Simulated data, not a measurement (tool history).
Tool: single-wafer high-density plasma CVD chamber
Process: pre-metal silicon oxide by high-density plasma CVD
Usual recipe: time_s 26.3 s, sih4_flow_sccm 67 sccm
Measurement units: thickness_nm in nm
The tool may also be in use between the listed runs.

run	hour	time_s	sih4_flow_sccm	read-back reference wafer on the same gauge, thickness_nm	thickness_nm
1	0.0	26.3	67	191.892	175.894
2	46.5	26.3	67	192.023	174.654
3	83.8	26.3	67	191.990	175.274
# hour 107.2: gauge calibrated
4	244.4	26.3	67	192.028	175.078
5	298.7	26.3	67	191.977	175.308
6	368.9	26.3	67	192.012	175.596
7	404.2	26.3	67	192.030	175.102
8	446.5	26.3	67	192.097	175.266
9	479.0	26.3	67	191.963	176.005
10	548.3	26.3	67	192.082	174.989
# hour 567.8: silane flow controller replaced
11	576.2	26.3	67	191.933	179.778
# hour 766.6: silane flow controller replaced, repeated, since the last time left the tool worse
12	780.5	26.3	67	191.948	170.714
13	805.3	26.3	67	191.999	170.592
14	848.7	26.3	67	191.896	171.050
15	874.0	26.3	67	191.960	171.419
16	924.0	27.9	55	192.059	157.776
17	969.0	30.5	74	191.998	213.674
18	999.1	24.5	67	191.927	159.940
19	1064.3	26.3	67	192.096	172.158
20	1106.7	24.3	72	192.008	167.401
21	1164.5	21.4	74	192.073	150.861
22	1219.7	31.3	64	191.885	198.412
# hour 1230.5: gauge calibrated
23	1270.8	26.3	67	191.946	172.115
24	1340.3	30.5	56	192.041	175.833
25	1403.6	26.3	67	191.983	172.150
26	1427.9	30.0	55	191.980	171.347
27	1492.9	26.3	67	191.993	173.072
28	1541.2	27.9	55	191.960	159.525
29	1565.9	26.3	60	192.028	159.626
30	1622.8	26.3	67	192.015	173.282

Below are 4 alternative next runs, each starting from the tool's condition after run 30. Predict each:
A	1623.2	22.3	67	?	?
B	1623.2	29.5	67	?	?
C	1623.2	26.3	80	?	?
D	1623.2	22.6	67	?	?

run	read-back reference wafer on the same gauge, thickness_nm	thickness_nm
A	191.976	146.726
B	191.976	194.099
C	191.976	197.061
D	191.976	148.700
Without the tool's unlogged condition, the same runs would have read:
run	thickness_nm
A	144.966
B	191.771
C	194.697
D	146.916
